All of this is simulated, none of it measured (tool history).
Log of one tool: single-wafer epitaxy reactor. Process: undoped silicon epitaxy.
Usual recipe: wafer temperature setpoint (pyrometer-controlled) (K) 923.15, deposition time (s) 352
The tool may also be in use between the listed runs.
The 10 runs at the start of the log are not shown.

run     day  wafer temperature setpoint (pyrometer-controlled) (K)  deposition time (s)  read-back reference wafer on the same gauge, thickness_nm  mean film thickness on the monitor wafer (nm)
 11  13.596                                                 923.15                  352                                                     52.965                                         59.296
 12  14.279                                                 923.15                  352                                                     52.966                                         59.471
 13  15.758                                                 923.15                  352                                                     52.833                                         59.196
 14  16.871                                                 923.15                  352                                                     52.882                                         59.542
 15    17.4                                                 923.15                  352                                                     52.785                                         59.161
 16  18.638                                                 923.15                  352                                                     52.915                                          59.42
     19.279  -- pyrometer calibrated
 17  19.517                                                 923.15                  352                                                     52.941                                         65.187
 18  22.321                                                 923.15                  352                                                     52.919                                         64.582
 19  23.717                                                 923.15                  352                                                      52.91                                         64.169
 20  24.846                                                 923.15                  352                                                     52.856                                         64.971
 21    25.8                                                 923.15                  352                                                     52.865                                         63.958
 22  26.892                                                 923.15                  352                                                     52.892                                         64.036
 23  27.821                                                 923.15                  352                                                     52.857                                         64.172
 24  28.621                                                 910.15                  417                                                     52.851                                         57.277
 25   29.65                                                 909.15                  328                                                     52.802                                         43.713
 26  30.875                                                 930.15                  414                                                     52.907                                         86.006
 27  32.242                                                 911.15                  416                                                     52.925                                           57.8

What does the tool deliver on the next run?
 28  35.238                                                 923.15                  319                                                          ?                                              ?

read-back reference wafer on the same gauge, thickness_nm: 52.932
mean film thickness on the monitor wafer (nm): 56.896
With the hidden condition absent and the run-to-run variation left alone, this run would have shown mean film thickness on the monitor wafer (nm) 58.914.
